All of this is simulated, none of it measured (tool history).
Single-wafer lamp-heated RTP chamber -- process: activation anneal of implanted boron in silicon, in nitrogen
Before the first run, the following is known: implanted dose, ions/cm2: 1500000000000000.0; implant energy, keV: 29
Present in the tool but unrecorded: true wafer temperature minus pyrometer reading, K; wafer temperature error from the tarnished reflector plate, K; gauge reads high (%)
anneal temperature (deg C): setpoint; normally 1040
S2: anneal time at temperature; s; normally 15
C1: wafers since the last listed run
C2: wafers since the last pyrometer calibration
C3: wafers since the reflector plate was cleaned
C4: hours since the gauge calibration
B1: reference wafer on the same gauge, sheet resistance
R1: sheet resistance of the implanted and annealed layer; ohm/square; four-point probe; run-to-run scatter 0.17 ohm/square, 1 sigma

Run 1, day 0: usual settings; C1 0; C2 1079; C3 7944; C4 573.1; B1 65.71. Result: R1 74.33 ohm/square.
Run 2, day 2.229: usual settings; C1 767; C2 1846; C3 8712; C4 626.6; B1 65.75. Result: R1 74.47 ohm/square.
Run 3, day 3.654: usual settings but anneal temperature (deg C) 1028; C1 490; C2 2337; C3 9202; C4 660.8; B1 65.66. Result: R1 75.59 ohm/square.
Run 4, day 6.038: usual settings; C1 820; C2 3158; C3 10023; C4 718; B1 65.7. Result: R1 74.3 ohm/square.
Run 5, day 8.775: usual settings but S2 8 s; C1 942; C2 4101; C3 10966; C4 783.7; B1 65.73. Result: R1 75.03 ohm/square.
Run 6, day 10.142: usual settings but S2 8 s; C1 470; C2 4571; C3 11437; C4 816.5; B1 65.71. Result: R1 75.25 ohm/square.
Run 7, day 12.608: usual settings but S2 8 s; C1 849; C2 5421; C3 12286; C4 875.7; B1 65.68. Result: R1 75.24 ohm/square.
Run 8, day 15.908: usual settings; C1 1136; C2 6557; C3 13423; C4 954.9; B1 65.7. Result: R1 74.46 ohm/square.
At day 17.938: gauge calibrated.
Run 9, day 18.796: usual settings; C1 994; C2 7552; C3 14417; C4 20.6; B1 65.68. Result: R1 74.39 ohm/square.
At day 19.471: reflector plate cleaned.
Run 10, day 19.8: usual settings; C1 231; C2 7783; C3 113; C4 44.7; B1 65.69. Result: R1 75.45 ohm/square.
Run 11, day 21.946: usual settings but anneal temperature (deg C) 1062, S2 22 s; C1 739; C2 8522; C3 852; C4 96.2; B1 65.67. Result: R1 73.04 ohm/square.
At day 24.488: pyrometer window cleaned and pyrometer calibrated.
Run 12, day 24.508: usual settings but anneal temperature (deg C) 1021, S2 8 s; C1 767; C2 7; C3 1620; C4 157.7; B1 65.66. Result: R1 77.98 ohm/square.
Run 13, day 26.05: usual settings but anneal temperature (deg C) 1057, S2 22 s; C1 530; C2 538; C3 2151; C4 194.7; B1 65.69. Result: R1 72.96 ohm/square.
Run 14, day 28.179: usual settings; C1 733; C2 1271; C3 2884; C4 245.8; B1 65.74. Result: R1 74.67 ohm/square.
Run 15, day 29.308: usual settings; C1 388; C2 1660; C3 3273; C4 272.9; B1 65.72. Result: R1 74.92 ohm/square.
Run 16, day 31.379: usual settings but anneal temperature (deg C) 1069, S2 17 s; C1 713; C2 2373; C3 3986; C4 322.6; B1 65.71. Result: R1 73.19 ohm/square.
Run 17, day 33.529: usual settings but anneal temperature (deg C) 1056; C1 740; C2 3114; C3 4727; C4 374.2; B1 65.69. Result: R1 73.67 ohm/square.
Run 18, day 36.171: usual settings; C1 909; C2 4024; C3 5637; C4 437.6; B1 65.69. Result: R1 74.69 ohm/square.
Run 19, day 38.283: usual settings; C1 727; C2 4751; C3 6364; C4 488.3; B1 65.67. Result: R1 74.53 ohm/square.
Run 20, day 40.912: usual settings but anneal temperature (deg C) 1019, S2 9 s; C1 905; C2 5657; C3 7270; C4 551.4; B1 65.71. Result: R1 77.59 ohm/square.

Measured result minus the same run's result without the hidden state. Both carry the same run-to-run variation, though not necessarily the same gauge scatter:
run     R1
  1  -0.56
  2  -0.58
  3  -0.79
  4   -0.6
  5  -0.65
  6  -0.66
  7  -0.67
  8  -0.63
  9  -0.64
 10  -0.04
 11  -0.08
 12  -0.44
 13  -0.18
 14  -0.33
 15  -0.37
 16  -0.19
 17  -0.29
 18  -0.49
 19  -0.51
 20  -1.04

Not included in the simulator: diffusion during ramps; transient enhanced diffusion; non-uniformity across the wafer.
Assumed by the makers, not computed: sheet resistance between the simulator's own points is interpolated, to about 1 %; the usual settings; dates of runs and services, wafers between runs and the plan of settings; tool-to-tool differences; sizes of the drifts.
